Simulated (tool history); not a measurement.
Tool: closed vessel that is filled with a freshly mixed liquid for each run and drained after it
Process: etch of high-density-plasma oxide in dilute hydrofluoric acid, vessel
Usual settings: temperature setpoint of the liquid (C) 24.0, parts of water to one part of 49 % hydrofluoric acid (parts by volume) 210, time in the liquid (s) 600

run    hour  temperature setpoint of the liquid (C)  parts of water to one part of 49 % hydrofluoric acid (parts by volume)  time in the liquid (s)  read-back film thickness of the high-density-plasma oxide reference wafer, read on the same gauge (nm)  thickness taken off the high-density-plasma oxide on a monitor wafer (nm)
  1     0.0                                    24.0                                                                     165                     600                                                                                                  139.98                                                                      24.08
  2    51.1                                    24.0                                                                     165                     600                                                                                                  140.00                                                                      24.14
  3    82.3                                    24.0                                                                     165                     600                                                                                                  140.01                                                                      23.59
  4   113.9                                    24.0                                                                     210                     600                                                                                                  140.01                                                                      17.90
  5   171.3                                    24.0                                                                     210                     600                                                                                                  139.96                                                                      17.99
  6   196.6                                    24.0                                                                     210                     600                                                                                                  140.00                                                                      17.76
  7   239.2                                    24.0                                                                     210                     600                                                                                                  139.99                                                                      17.64
  8   308.7                                    24.0                                                                     210                     600                                                                                                  140.03                                                                      17.76
  9   359.6                                    24.0                                                                     210                     350                                                                                                  140.03                                                                      10.15
      409.6  -- gauge calibrated
 10   416.2                                    24.0                                                                     210                     350                                                                                                  139.98                                                                      10.12
 11   456.4                                    24.0                                                                     210                     350                                                                                                  139.99                                                                       9.93
 12   489.7                                    24.0                                                                     210                     600                                                                                                  140.00                                                                      17.39
      498.9  -- thermometer replaced
 13   523.0                                    24.0                                                                     210                     600                                                                                                  139.97                                                                      19.06
 14   556.8                                    24.0                                                                     210                     600                                                                                                  140.00                                                                      19.23
 15   627.6                                    27.0                                                                     210                     295                                                                                                  139.98                                                                      10.50
 16   651.9                                    24.0                                                                     120                     600                                                                                                  139.99                                                                      36.77
 17   698.9                                    24.0                                                                     210                     345                                                                                                  140.01                                                                      10.78
 18   815.0                                    24.0                                                                     210                     600                                                                                                  140.00                                                                      18.67
 19   844.6                                    29.0                                                                     210                     600                                                                                                  139.99                                                                      22.18
      907.6  -- hydrofluoric acid flow meter replaced
 20   913.4                                    24.0                                                                     210                     710                                                                                                  140.02                                                                      21.51
 21   942.5                                    24.0                                                                     210                     600                                                                                                  140.00                                                                      18.41
 22   971.1                                    24.0                                                                     210                     960                                                                                                  140.01                                                                      29.20
 23  1009.1                                    28.0                                                                     210                     600                                                                                                  140.00                                                                      20.82
 24  1074.2                                    24.0                                                                     175                     695                                                                                                  139.97                                                                      26.36
 25  1106.0                                    19.5                                                                     210                     600                                                                                                  140.02                                                                      15.25
 26  1138.8                                    22.0                                                                     105                     750                                                                                                  140.01                                                                      47.02
     1179.9  -- gauge calibrated
 27  1348.5                                    24.0                                                                     155                     710                                                                                                  139.99                                                                      29.89

Had the tool no unlogged condition, and each run kept its random variation, what would the results have been?
Hidden conditions of the tool in this case: liquid colder than its thermometer reads (K); hydrofluoric acid flow below the setpoint (%); gauge reads high (%).
run  thickness taken off the high-density-plasma oxide on a monitor wafer (nm)
  1                                                                      25.90
  2                                                                      26.10
  3                                                                      25.60
  4                                                                      19.44
  5                                                                      19.65
  6                                                                      19.45
  7                                                                      19.40
  8                                                                      19.67
  9                                                                      11.30
 10                                                                      11.33
 11                                                                      11.17
 12                                                                      19.62
 13                                                                      19.29
 14                                                                      19.53
 15                                                                      10.73
 16                                                                      37.76
 17                                                                      11.10
 18                                                                      19.46
 19                                                                      23.13
 20                                                                      22.65
 21                                                                      19.44
 22                                                                      30.92
 23                                                                      22.07
 24                                                                      28.25
 25                                                                      16.43
 26                                                                      50.99
 27                                                                      33.00
